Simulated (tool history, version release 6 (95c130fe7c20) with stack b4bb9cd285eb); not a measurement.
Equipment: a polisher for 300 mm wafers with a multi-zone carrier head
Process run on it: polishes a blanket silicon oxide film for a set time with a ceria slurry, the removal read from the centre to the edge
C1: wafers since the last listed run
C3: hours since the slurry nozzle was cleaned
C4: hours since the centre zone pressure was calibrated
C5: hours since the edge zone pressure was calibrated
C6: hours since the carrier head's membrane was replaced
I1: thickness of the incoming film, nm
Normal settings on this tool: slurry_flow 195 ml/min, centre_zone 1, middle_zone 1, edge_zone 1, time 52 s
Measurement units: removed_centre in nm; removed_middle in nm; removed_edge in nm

Run 1, hour 0: usual settings; C1 0; wafers polished on this pad 554; C3 688.4; C4 1462.2; C5 1476.9; C6 0.5; I1 1259.2. Result: removed_centre 198.2 nm, removed_middle 197.5 nm, removed_edge 197.9 nm.
Run 2, hour 4.9: usual settings but centre_zone 1.11, middle_zone 0.91, time 60 s; C1 47; wafers polished on this pad 601; C3 693.3; C4 1467.1; C5 1481.8; C6 5.4; I1 1245.1. Result: removed_centre 240.4 nm, removed_middle 213.1 nm, removed_edge 230.7 nm.
At hour 13: edge zone pressure recalibrated.
Run 3, hour 17.9: usual settings but middle_zone 1.12, edge_zone 1.09; C1 106; wafers polished on this pad 708; C3 706.3; C4 1480.1; C5 4.9; C6 18.4; I1 1231.2. Result: removed_centre 193.9 nm, removed_middle 211 nm, removed_edge 201.1 nm.
At hour 20.9: slurry nozzle cleaned.
At hour 29.9: worn pad replaced by a new one.
Run 4, hour 30.4: usual settings; C1 72; wafers polished on this pad 4; C3 9.5; C4 1492.6; C5 17.4; C6 30.9; I1 1254. Result: removed_centre 200.9 nm, removed_middle 206 nm, removed_edge 203.4 nm.
Run 5, hour 35.2: usual settings but slurry_flow 160 ml/min, centre_zone 1.11, edge_zone 0.96, time 42 s; C1 46; wafers polished on this pad 51; C3 14.3; C4 1497.4; C5 22.2; C6 35.7; I1 1245.7. Result: removed_centre 172.6 nm, removed_middle 159.2 nm, removed_edge 162.2 nm.
Run 6, hour 42.1: usual settings; C1 66; wafers polished on this pad 118; C3 21.2; C4 1504.3; C5 29.1; C6 42.6; I1 1240.6. Result: removed_centre 206.6 nm, removed_middle 205.6 nm, removed_edge 208.6 nm.
Run 7, hour 60.1: usual settings but slurry_flow 235 ml/min, centre_zone 0.91, time 39 s; C1 174; wafers polished on this pad 292; C3 39.2; C4 1522.3; C5 47.1; C6 60.6; I1 1263.7. Result: removed_centre 145.9 nm, removed_middle 155.2 nm, removed_edge 159.5 nm.
Run 8, hour 74.1: usual settings but middle_zone 0.89, edge_zone 0.94; C1 135; wafers polished on this pad 427; C3 53.2; C4 1536.3; C5 61.1; C6 74.6; I1 1268.2. Result: removed_centre 200.2 nm, removed_middle 183.7 nm, removed_edge 200.2 nm.
At hour 82.6: centre zone pressure recalibrated.
Run 9, hour 83.1: usual settings; C1 67; wafers polished on this pad 495; C3 62.2; C4 0.5; C5 70.1; C6 83.6; I1 1238.7. Result: removed_centre 205.2 nm, removed_middle 200.2 nm, removed_edge 208.2 nm.
Run 10, hour 97.5: usual settings but slurry_flow 140 ml/min, edge_zone 1.09; C1 139; wafers polished on this pad 635; C3 76.6; C4 14.9; C5 84.5; C6 98; I1 1248. Result: removed_centre 190.7 nm, removed_middle 180.2 nm, removed_edge 198.8 nm.
At hour 112.7: worn pad replaced by a new one.
Run 11, hour 113.2: usual settings but centre_zone 1.05, middle_zone 1.03, edge_zone 1.05; C1 113; wafers polished on this pad 4; C3 92.3; C4 30.6; C5 100.2; C6 113.7; I1 1261.3. Result: removed_centre 216.3 nm, removed_middle 214 nm, removed_edge 218.2 nm.
Run 12, hour 122.7: usual settings but centre_zone 0.96, middle_zone 0.95, edge_zone 1.09; C1 92; wafers polished on this pad 96; C3 101.8; C4 40.1; C5 109.7; C6 123.2; I1 1253.3. Result: removed_centre 198.1 nm, removed_middle 195.8 nm, removed_edge 215.8 nm.
Run 13, hour 135.1: usual settings; C1 120; wafers polished on this pad 216; C3 114.2; C4 52.5; C5 122.1; C6 135.6; I1 1265.8. Result: removed_centre 206 nm, removed_middle 202.5 nm, removed_edge 207.6 nm.
Run 14, hour 146.7: usual settings but slurry_flow 245 ml/min, middle_zone 0.94, edge_zone 1.07, time 67 s; C1 112; wafers polished on this pad 329; C3 125.8; C4 64.1; C5 133.7; C6 147.2; I1 1235.7. Result: removed_centre 274.6 nm, removed_middle 253.1 nm, removed_edge 282 nm.

Run 15 has not been measured yet. What should we expect?
Run 15, hour 152.9: usual settings but middle_zone 0.97, time 61 s; C1 60; wafers polished on this pad 389; C3 132; C4 70.3; C5 139.9; C6 153.4; I1 1241.7. Result: removed_centre ?, removed_middle ?, removed_edge ?.

{"run 15": {"removed_centre": 239, "removed_middle": 236.3, "removed_edge": 242}}
Were there no unlogged condition in the tool, this run, its random variation unchanged, would have produced removed_centre 244.5 nm, removed_middle 241.8 nm, removed_edge 247.6 nm.

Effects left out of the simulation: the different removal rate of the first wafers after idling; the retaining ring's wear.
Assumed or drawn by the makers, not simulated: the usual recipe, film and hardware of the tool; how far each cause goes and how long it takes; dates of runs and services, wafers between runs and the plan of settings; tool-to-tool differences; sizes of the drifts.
